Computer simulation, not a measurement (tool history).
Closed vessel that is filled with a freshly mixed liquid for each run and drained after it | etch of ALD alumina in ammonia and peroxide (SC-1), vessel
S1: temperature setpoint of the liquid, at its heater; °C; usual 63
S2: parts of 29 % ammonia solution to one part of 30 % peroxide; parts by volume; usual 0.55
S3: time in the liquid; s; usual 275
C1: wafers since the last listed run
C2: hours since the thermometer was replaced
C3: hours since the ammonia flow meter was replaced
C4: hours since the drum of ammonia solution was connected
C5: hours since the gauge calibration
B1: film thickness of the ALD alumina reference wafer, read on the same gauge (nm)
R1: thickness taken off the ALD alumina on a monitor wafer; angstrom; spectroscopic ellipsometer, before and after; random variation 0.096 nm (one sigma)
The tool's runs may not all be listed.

run    hour    S1    S2   S3     C1      C2     C3      C4      C5      B1     R1
  1       0    63  0.55  275      0   415.6  137.3     277  1523.1  139.99  227.3
  2    53.4    63  0.55  275   4525     469  190.7   330.4  1576.5  140.01  227.4
       95.9  -- gauge calibrated
  3    99.1    63  0.55  275   3872   514.7  236.4   376.1     3.2  140.01  229.4
  4     146    63   0.7  275   3974   561.6  283.3     423    50.1  140.02  231.5
  5   300.7    63   0.7  275  13109   716.3    438   577.7   204.8     140  233.8
  6     383    70  0.55  275   6974   798.6  520.3     660   287.1  140.02  322.2
      436.5  -- ammonia flow meter replaced
  7   466.5    63  0.55  275   6991   882.1     30   743.5   370.6     140  228.9
  8   511.5    63  0.55  150   3813   927.1     75   788.5   415.6  139.99  125.4
  9   608.4    63  0.55  150   8211    1024  171.9   885.4   512.5  140.01  125.7
 10   647.8    69  0.55  275   3338  1063.4  211.3   924.8   551.9  139.98    307
 11   711.3  68.5  0.55  275   5381  1126.9  274.8   988.3   615.4  140.01  301.3
 12   817.4    63  0.55  275   8991    1233  380.9  1094.4   721.5  139.99  231.3
      881.2  -- new drum of ammonia solution connected
 13     892    63  0.55  275   6237  1307.6  455.5    10.8   796.1  140.02  230.6
 14   949.2    63   0.8  275   4847  1364.8  512.7      68   853.3     140  240.4
 15  1004.9  65.5   0.8  400   4720  1420.5  568.4   123.7     909     140  395.7
     1054.1  -- ammonia flow meter replaced
 16    1112  69.5   0.8  210   8991  1527.6   57.9   230.8  1016.1  140.01  251.9
 17  1192.7    63  0.55  275   6838  1608.3  138.6   311.5  1096.8  139.99  232.7
 18  1236.5    63   0.8  275   3711  1652.1  182.4   355.3  1140.6  140.01  239.8
 19  1313.5    70  0.45  130   6525  1729.1  259.4   432.3  1217.6  139.97  152.6
 20  1391.6    63  0.55  215   6618  1807.2  337.5   510.4  1295.7     140  182.7
     1506.4  -- thermometer replaced
     1539.5  -- ammonia flow meter replaced
 21    1611    63  0.75  230  18423   104.6   71.5   729.8  1515.1  139.98  194.8
     1647.9  -- gauge calibrated
 22  1672.1    63   0.3  275   5177   165.7  132.6   790.9    24.2     140  212.9
 23  1768.2  65.5  0.55  435   8143   261.8  228.7     887   120.3     140  407.7
 24  1816.6    56  0.85  355   4101   310.2  277.1   935.4   168.7     140  211.8
 25  1914.2    69  0.75  275   8271   407.8  374.7    1033   266.3  139.98  314.1
 26  1957.4    63  0.55  275   3660     451  417.9  1076.2   309.5  139.97  227.3
     2016.8  -- new drum of ammonia solution connected
 27  2037.4    63  0.55  275   6694     531  497.9    20.6   389.5  140.01  227.2
 28  2099.7  59.5   0.8  180   5279   593.3  560.2    82.9   451.8  140.02  129.4
     2100.9  -- ammonia flow meter replaced
 29  2160.3    63  0.55  275   5050   653.9   59.4   143.5   512.4  139.99  228.6

4 ways to go on from here, each from the tool as it stands after run 29. What would each give?
  A  2161    63  0.55  410  59  654.6  60.1  144.2  513.1   ?   ?
  B  2161    70   0.4  115  59  654.6  60.1  144.2  513.1   ?   ?
  C  2161    66  0.55  275  59  654.6  60.1  144.2  513.1   ?   ?
  D  2161  54.5  0.55  275  59  654.6  60.1  144.2  513.1   ?   ?

run      B1     R1
  A  139.99  342.2
  B  139.99  131.3
  C  139.99  266.4
  D  139.99  147.9
Without the tool's hidden state the same runs would have given:
run     R1
  A  336.4
  B  129.2
  C    262
  D  145.3

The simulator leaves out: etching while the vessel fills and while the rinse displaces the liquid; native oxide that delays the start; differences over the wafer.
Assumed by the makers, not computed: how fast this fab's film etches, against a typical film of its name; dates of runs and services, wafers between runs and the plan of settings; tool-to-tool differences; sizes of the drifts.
